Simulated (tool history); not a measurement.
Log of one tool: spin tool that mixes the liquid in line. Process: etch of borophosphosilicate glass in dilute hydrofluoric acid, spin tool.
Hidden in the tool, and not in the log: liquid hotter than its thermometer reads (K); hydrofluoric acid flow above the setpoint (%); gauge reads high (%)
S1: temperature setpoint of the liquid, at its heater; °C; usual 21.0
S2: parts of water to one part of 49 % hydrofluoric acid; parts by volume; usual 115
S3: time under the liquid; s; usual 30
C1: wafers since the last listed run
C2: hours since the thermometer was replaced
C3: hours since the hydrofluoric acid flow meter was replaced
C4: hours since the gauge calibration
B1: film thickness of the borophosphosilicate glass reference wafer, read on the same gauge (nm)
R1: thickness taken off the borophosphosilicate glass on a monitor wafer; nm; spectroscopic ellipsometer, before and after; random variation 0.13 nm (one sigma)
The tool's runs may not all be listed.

Run 1, hour 0.0: usual settings; C1 0; C2 614.4; C3 751.3; C4 1051.0; B1 89.98. Result: R1 15.20 nm.
Run 2, hour 39.3: usual settings but S1 24.5 °C, S3 15 s; C1 464; C2 653.7; C3 790.6; C4 1090.3; B1 90.00. Result: R1 8.89 nm.
Run 3, hour 137.7: usual settings but S2 70 parts by volume; C1 1162; C2 752.1; C3 889.0; C4 1188.7; B1 89.99. Result: R1 26.55 nm.
Run 4, hour 225.3: usual settings but S2 70 parts by volume; C1 1035; C2 839.7; C3 976.6; C4 1276.3; B1 89.97. Result: R1 26.75 nm.
Run 5, hour 295.9: usual settings; C1 834; C2 910.3; C3 1047.2; C4 1346.9; B1 89.99. Result: R1 15.46 nm.
Run 6, hour 351.7: usual settings; C1 659; C2 966.1; C3 1103.0; C4 1402.7; B1 90.01. Result: R1 15.71 nm.
Run 7, hour 501.4: usual settings; C1 1769; C2 1115.8; C3 1252.7; C4 1552.4; B1 89.99. Result: R1 15.50 nm.
Run 8, hour 560.6: usual settings; C1 699; C2 1175.0; C3 1311.9; C4 1611.6; B1 89.99. Result: R1 15.61 nm.
Run 9, hour 633.0: usual settings; C1 855; C2 1247.4; C3 1384.3; C4 1684.0; B1 90.00. Result: R1 15.72 nm.
Run 10, hour 710.1: usual settings; C1 911; C2 1324.5; C3 1461.4; C4 1761.1; B1 89.99. Result: R1 15.61 nm.
At hour 718.9: gauge calibrated.
Run 11, hour 802.0: usual settings but S3 35 s; C1 1086; C2 1416.4; C3 1553.3; C4 83.1; B1 90.00. Result: R1 18.52 nm.
Run 12, hour 853.9: usual settings but S3 15 s; C1 613; C2 1468.3; C3 1605.2; C4 135.0; B1 90.02. Result: R1 7.79 nm.
Run 13, hour 924.6: usual settings but S3 25 s; C1 835; C2 1539.0; C3 1675.9; C4 205.7; B1 89.99. Result: R1 13.02 nm.
Run 14, hour 1014.0: usual settings; C1 1056; C2 1628.4; C3 1765.3; C4 295.1; B1 89.98. Result: R1 16.18 nm.
Run 15, hour 1105.6: usual settings but S1 22.5 °C, S3 45 s; C1 1082; C2 1720.0; C3 1856.9; C4 386.7; B1 90.00. Result: R1 25.41 nm.
At hour 1131.0: thermometer replaced.
Run 16, hour 1184.7: usual settings but S1 18.0 °C, S3 35 s; C1 922; C2 53.7; C3 1936.0; C4 465.8; B1 90.01. Result: R1 15.74 nm.
Run 17, hour 1238.6: usual settings; C1 636; C2 107.6; C3 1989.9; C4 519.7; B1 89.98. Result: R1 15.21 nm.
At hour 1296.2: hydrofluoric acid flow meter replaced.
Run 18, hour 1321.1: usual settings but S1 25.5 °C, S2 135 parts by volume, S3 45 s; C1 963; C2 190.1; C3 24.9; C4 602.2; B1 89.99. Result: R1 22.43 nm.
Run 19, hour 1638.5: usual settings but S2 85 parts by volume, S3 40 s; C1 3751; C2 507.5; C3 342.3; C4 919.6; B1 90.00. Result: R1 28.95 nm.
Run 20, hour 1713.5: usual settings but S1 25.5 °C; C1 886; C2 582.5; C3 417.3; C4 994.6; B1 90.00. Result: R1 18.37 nm.

Forecast each of these 3 alternatives for the next run:
Run A, hour 1713.9: usual settings but S1 23.5 °C; C1 4; C2 582.9; C3 417.7; C4 995.0; B1 ?. Result: R1 ?.
Run B, hour 1713.9: usual settings but S1 18.5 °C, S2 55 parts by volume; C1 4; C2 582.9; C3 417.7; C4 995.0; B1 ?. Result: R1 ?.
Run C, hour 1713.9: usual settings but S1 25.0 °C; C1 4; C2 582.9; C3 417.7; C4 995.0; B1 ?. Result: R1 ?.

run     B1     R1
  A  90.00  16.91
  B  90.00  31.04
  C  90.00  17.92
Without the tool's hidden state the same runs would have given:
run     R1
  A  15.99
  B  29.21
  C  16.96

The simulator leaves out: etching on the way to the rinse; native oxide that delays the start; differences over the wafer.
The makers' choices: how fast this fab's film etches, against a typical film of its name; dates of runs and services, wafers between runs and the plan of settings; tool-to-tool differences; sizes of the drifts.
